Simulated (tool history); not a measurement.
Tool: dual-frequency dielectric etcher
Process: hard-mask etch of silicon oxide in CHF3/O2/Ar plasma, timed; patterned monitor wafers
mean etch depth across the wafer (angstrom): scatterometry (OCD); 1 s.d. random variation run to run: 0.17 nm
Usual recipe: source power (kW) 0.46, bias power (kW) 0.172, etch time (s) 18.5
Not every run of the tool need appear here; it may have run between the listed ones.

run   hour  source power (kW)  bias power (kW)  etch time (s)  read-back reference wafer on the same gauge, depth_nm  mean etch depth across the wafer (angstrom)
  1      0               0.46            0.172           18.5                                                  28.61                                          322
  2   27.4               0.46            0.172           18.5                                                  28.61                                        325.4
  3   57.9               0.46            0.172           18.5                                                  28.58                                        324.6
      69.4  -- gauge calibrated
  4   88.9               0.46            0.172           18.5                                                  28.56                                        325.5
  5  116.1               0.46            0.172             22                                                  28.58                                        388.2
  6  144.6               0.46            0.172             22                                                  28.62                                          385
  7  171.5               0.46            0.172           18.5                                                  28.55                                        328.7
  8    196               0.46            0.172           18.5                                                  28.59                                        322.9
  9  210.1               0.46            0.172           18.5                                                  28.61                                        322.3
 10  224.3               0.46            0.172           18.5                                                  28.63                                        325.1
 11  239.1               0.46            0.172           18.5                                                  28.59                                        322.4
 12  261.4               0.46            0.172           18.5                                                  28.63                                        324.5
 13  287.1               0.46            0.172           18.5                                                  28.63                                        326.1
 14  299.7               0.46            0.172           18.5                                                  28.57                                        326.2
     308.9  -- source power generator calibrated
     309.5  -- bias power generator calibrated
 15  315.6               0.46            0.172             20                                                  28.61                                        351.2
 16  342.3               0.46            0.172           18.5                                                  28.57                                        324.7
     371.7  -- wet clean of the chamber
 17  372.2               0.46             0.19           20.5                                                  28.57                                        371.5
 18  384.4               0.46            0.158             17                                                  28.61                                        289.6
 19    419               0.46            0.208           20.5                                                   28.6                                        378.6
 20  447.7               0.46            0.194           18.5                                                   28.6                                        340.1
 21  482.2               0.58            0.184             21                                                  28.58                                          411
 22    517               0.46            0.132             14                                                  28.62                                        230.2
     539.7  -- gauge calibrated
     547.9  -- upper electrode replaced
 23  551.1               0.35            0.215           20.5                                                  28.61                                        346.2
 24  582.2               0.46            0.172           18.5                                                  28.58                                        322.7
 25    599               0.46            0.172           18.5                                                  28.62                                        324.8
 26    611               0.46            0.131           15.5                                                  28.59                                        251.8
 27  640.1               0.46            0.149           18.5                                                  28.61                                        311.8
 28  670.1               0.54            0.172           18.5                                                  28.63                                        344.7
 29  690.4               0.46            0.172           18.5                                                  28.66                                        325.9

Give the tool's hidden conditions for every run:
etch rate over this chamber's usual, %: 0 at every run
source power that arrives over what is set, %: 0 at every run
bias power that arrives over what is set, %: 0 at every run
gauge reads high (%): 0 at every run
